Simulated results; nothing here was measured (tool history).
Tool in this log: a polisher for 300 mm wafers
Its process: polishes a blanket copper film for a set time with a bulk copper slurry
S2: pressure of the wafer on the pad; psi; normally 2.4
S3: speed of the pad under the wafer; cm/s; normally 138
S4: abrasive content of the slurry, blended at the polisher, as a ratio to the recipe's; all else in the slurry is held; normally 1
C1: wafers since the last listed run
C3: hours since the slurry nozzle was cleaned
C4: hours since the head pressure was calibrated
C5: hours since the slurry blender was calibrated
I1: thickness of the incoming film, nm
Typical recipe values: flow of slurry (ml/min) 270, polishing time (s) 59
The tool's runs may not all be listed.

Run 1, hour 0: usual settings; C1 0; wafers polished on this pad 384; C3 24.5; C4 943.3; C5 108; I1 2913.5. Result: film removed (nm) 711.9.
Run 2, hour 23.5: usual settings; C1 268; wafers polished on this pad 652; C3 48; C4 966.8; C5 131.5; I1 2888.5. Result: film removed (nm) 710.8.
Run 3, hour 51.5: usual settings but S3 166 cm/s; C1 320; wafers polished on this pad 972; C3 76; C4 994.8; C5 159.5; I1 2985.7. Result: film removed (nm) 842.8.
At hour 72.5: worn pad replaced by a new one.
Run 4, hour 83.3: usual settings but S2 2.8 psi, polishing time (s) 53; C1 317; wafers polished on this pad 123; C3 107.8; C4 1026.6; C5 191.3; I1 2935.2. Result: film removed (nm) 708.5.
Run 5, hour 101.7: usual settings but S2 2.8 psi, polishing time (s) 53; C1 210; wafers polished on this pad 333; C3 126.2; C4 1045; C5 209.7; I1 2912. Result: film removed (nm) 713.3.
Run 6, hour 124.3: usual settings but S2 2.2 psi; C1 258; wafers polished on this pad 591; C3 148.8; C4 1067.6; C5 232.3; I1 2919. Result: film removed (nm) 664.6.
Run 7, hour 145: usual settings but S3 110 cm/s; C1 236; wafers polished on this pad 828; C3 169.5; C4 1088.3; C5 253; I1 2930.3. Result: film removed (nm) 575.6.
At hour 163: slurry blender recalibrated.
At hour 169.9: worn pad replaced by a new one.
Run 8, hour 171.9: usual settings but S3 110 cm/s; C1 238; wafers polished on this pad 22; C3 196.4; C4 1115.2; C5 8.9; I1 2954.4. Result: film removed (nm) 578.7.
At hour 178.3: head pressure recalibrated.
Run 9, hour 199.1: usual settings but S3 110 cm/s; C1 288; wafers polished on this pad 310; C3 223.6; C4 20.8; C5 36.1; I1 2948.5. Result: film removed (nm) 530.7.
Run 10, hour 211.2: usual settings; C1 138; wafers polished on this pad 449; C3 235.7; C4 32.9; C5 48.2; I1 2983.8. Result: film removed (nm) 656.9.
Run 11, hour 225.5: usual settings; C1 163; wafers polished on this pad 612; C3 250; C4 47.2; C5 62.5; I1 2878.1. Result: film removed (nm) 656.
Run 12, hour 241.8: usual settings but flow of slurry (ml/min) 240, S2 3.1 psi; C1 186; wafers polished on this pad 799; C3 266.3; C4 63.5; C5 78.8; I1 2993.1. Result: film removed (nm) 778.9.
At hour 256.5: worn pad replaced by a new one.
Run 13, hour 270.2: usual settings but S3 180 cm/s; C1 278; wafers polished on this pad 156; C3 294.7; C4 91.9; C5 107.2; I1 2931.1. Result: film removed (nm) 837.4.
Run 14, hour 299.5: usual settings but S3 176 cm/s, S4 1.15; C1 334; wafers polished on this pad 491; C3 324; C4 121.2; C5 136.5; I1 2954.8. Result: film removed (nm) 822.9.
Run 15, hour 324: usual settings; C1 280; wafers polished on this pad 771; C3 348.5; C4 145.7; C5 161; I1 2996. Result: film removed (nm) 644.5.
Run 16, hour 360.1: usual settings but flow of slurry (ml/min) 180, S2 2.1 psi, S4 0.85, polishing time (s) 51; C1 412; wafers polished on this pad 1184; C3 384.6; C4 181.8; C5 197.1; I1 2949.2. Result: film removed (nm) 489.5.
At hour 372.6: worn pad replaced by a new one.
Run 17, hour 373.1: usual settings; C1 102; wafers polished on this pad 5; C3 397.6; C4 194.8; C5 210.1; I1 2961.6. Result: film removed (nm) 646.6.
At hour 387.4: slurry nozzle cleaned.
Run 18, hour 402.7: usual settings but flow of slurry (ml/min) 245, S3 100 cm/s; C1 326; wafers polished on this pad 332; C3 15.3; C4 224.4; C5 239.7; I1 2922. Result: film removed (nm) 503.5.

Run 19 is up next; what results do you expect?
At hour 409.4: slurry blender recalibrated.
Run 19, hour 431.2: usual settings; C1 302; wafers polished on this pad 635; C3 43.8; C4 252.9; C5 21.8; I1 2926.2. Result: film removed (nm) ?.

film removed (nm): 670
With no hidden state in the tool, this same run would have given film removed (nm) 664.6.

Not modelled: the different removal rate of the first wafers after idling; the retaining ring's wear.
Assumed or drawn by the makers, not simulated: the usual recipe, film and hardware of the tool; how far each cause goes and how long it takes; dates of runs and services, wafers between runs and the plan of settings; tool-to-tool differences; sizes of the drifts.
